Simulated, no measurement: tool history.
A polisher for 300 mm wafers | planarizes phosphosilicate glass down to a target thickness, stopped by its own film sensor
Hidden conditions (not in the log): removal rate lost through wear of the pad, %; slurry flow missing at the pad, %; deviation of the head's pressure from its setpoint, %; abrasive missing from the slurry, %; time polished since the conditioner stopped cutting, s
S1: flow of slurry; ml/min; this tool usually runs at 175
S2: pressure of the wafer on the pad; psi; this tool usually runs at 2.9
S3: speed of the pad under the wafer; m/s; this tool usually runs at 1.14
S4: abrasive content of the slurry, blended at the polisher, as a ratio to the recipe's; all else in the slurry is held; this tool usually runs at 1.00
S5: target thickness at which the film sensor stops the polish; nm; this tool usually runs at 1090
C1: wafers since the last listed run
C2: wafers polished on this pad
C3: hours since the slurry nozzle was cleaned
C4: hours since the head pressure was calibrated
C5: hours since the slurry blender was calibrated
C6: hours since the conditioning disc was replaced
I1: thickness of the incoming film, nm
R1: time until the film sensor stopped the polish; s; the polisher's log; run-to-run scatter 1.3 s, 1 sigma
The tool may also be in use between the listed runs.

run	hour	S1	S2	S3	S4	S5	C1	C2	C3	C4	C5	C6	I1	R1
1	0.0	175	2.9	1.00	1.00	1090	0	496	429.1	615.4	114.7	285.7	1993.5	153.0
2	29.0	175	2.9	1.14	0.90	1090	270	767	458.1	644.4	143.7	314.7	2015.6	154.1
# hour 82.1: slurry blender recalibrated
3	90.0	175	2.9	1.14	0.90	1090	550	1318	519.1	705.4	7.9	375.7	2030.4	161.8
# hour 99.3: conditioning disc replaced and pad reconditioned
4	103.0	175	2.9	0.92	1.00	1090	102	1420	532.1	718.4	20.9	3.7	2028.8	172.9
# hour 115.2: head pressure recalibrated
5	117.3	175	2.9	0.78	1.00	1090	114	1535	546.4	2.1	35.2	18.0	2001.9	190.3
6	138.0	175	2.9	1.00	1.00	1090	193	1728	567.1	22.8	55.9	38.7	2011.9	160.5
# hour 148.0: worn pad replaced by a new one
7	153.1	175	2.9	1.48	1.00	1090	103	47	582.2	37.9	71.0	53.8	2029.2	102.5
8	171.9	130	3.4	1.14	1.00	1090	175	223	601.0	56.7	89.8	72.6	2016.2	117.6
9	197.1	175	2.9	1.14	1.00	1090	235	458	626.2	81.9	115.0	97.8	2007.3	134.1
10	220.4	160	2.1	1.48	1.15	1090	217	676	649.5	105.2	138.3	121.1	2029.8	153.3
11	243.9	175	2.2	1.14	1.00	1368	219	895	673.0	128.7	161.8	144.6	2005.6	126.7
12	267.9	120	2.9	1.14	1.00	1090	224	1119	697.0	152.7	185.8	168.6	2012.6	153.0
13	295.2	175	3.3	1.14	1.00	1278	254	1374	724.3	180.0	213.1	195.9	2024.1	102.1
14	311.2	155	2.4	1.14	1.15	1090	149	1523	740.3	196.0	229.1	211.9	2022.8	170.1
# hour 319.5: slurry blender recalibrated
15	336.3	175	3.3	1.14	1.00	1090	215	1739	765.4	221.1	16.8	237.0	2013.8	129.1
# hour 351.2: slurry nozzle cleaned
# hour 356.7: worn pad replaced by a new one
16	371.7	175	3.4	1.28	1.15	1090	283	140	20.5	256.5	52.2	272.4	1988.9	97.0
17	394.8	175	3.3	1.14	1.00	1090	215	355	43.6	279.6	75.3	295.5	2021.9	123.9
18	406.9	125	2.2	1.30	1.15	1090	112	468	55.7	291.7	87.4	307.6	2024.4	172.8
19	436.8	125	1.9	0.92	0.90	1090	279	748	85.6	321.6	117.3	337.5	2037.2	289.5
# hour 452.5: conditioning disc replaced and pad reconditioned
20	465.5	175	2.9	1.14	1.00	1090	249	997	114.3	350.3	146.0	13.0	2040.7	144.1
21	508.5	175	2.9	1.14	1.00	1090	401	1398	157.3	393.3	189.0	56.0	2062.9	150.4
22	532.9	175	2.9	1.14	1.00	1090	227	1626	181.7	417.7	213.4	80.4	2010.5	142.7
# hour 535.5: slurry blender recalibrated
23	554.2	175	2.9	1.14	1.00	816	180	1806	203.0	439.0	18.7	101.7	2054.3	194.0
24	568.0	155	2.9	1.14	1.20	1356	128	1935	216.8	452.8	32.5	115.5	2037.4	103.4
# hour 582.9: worn pad replaced by a new one
25	597.4	175	2.9	1.14	1.20	1090	237	135	246.2	482.2	61.9	144.9	2028.7	122.1
26	628.9	175	2.9	1.22	1.00	1090	294	429	277.7	513.7	93.4	176.4	1990.4	124.9

Exercise: give the hidden state of the tool at every run:
slurry flow missing at the pad, %: 0 at every run
deviation of the head's pressure from its setpoint, %: 0 at every run
abrasive missing from the slurry, %: 0 at every run
H1: removal rate lost through wear of the pad, %
H2: time polished since the conditioner stopped cutting, s
run	H1	H2
1	8.87	114
2	11	123
3	13.6	143
4	13.9	11.1
5	14.2	15.8
6	14.6	22.6
7	1.53	27.5
8	4.4	33.6
9	7.27	41.9
10	9.19	49.5
11	10.6	57.1
12	11.7	65
13	12.5	73.9
14	12.9	79.1
15	13.3	87.3
16	4.05	98.8
17	7.06	106
18	8.3	110
19	10.6	120
20	12.1	7.58
21	13.5	21.6
22	14	29.6
23	14.4	36.5
24	14.5	41
25	2.7	50.6
26	6.62	60.9

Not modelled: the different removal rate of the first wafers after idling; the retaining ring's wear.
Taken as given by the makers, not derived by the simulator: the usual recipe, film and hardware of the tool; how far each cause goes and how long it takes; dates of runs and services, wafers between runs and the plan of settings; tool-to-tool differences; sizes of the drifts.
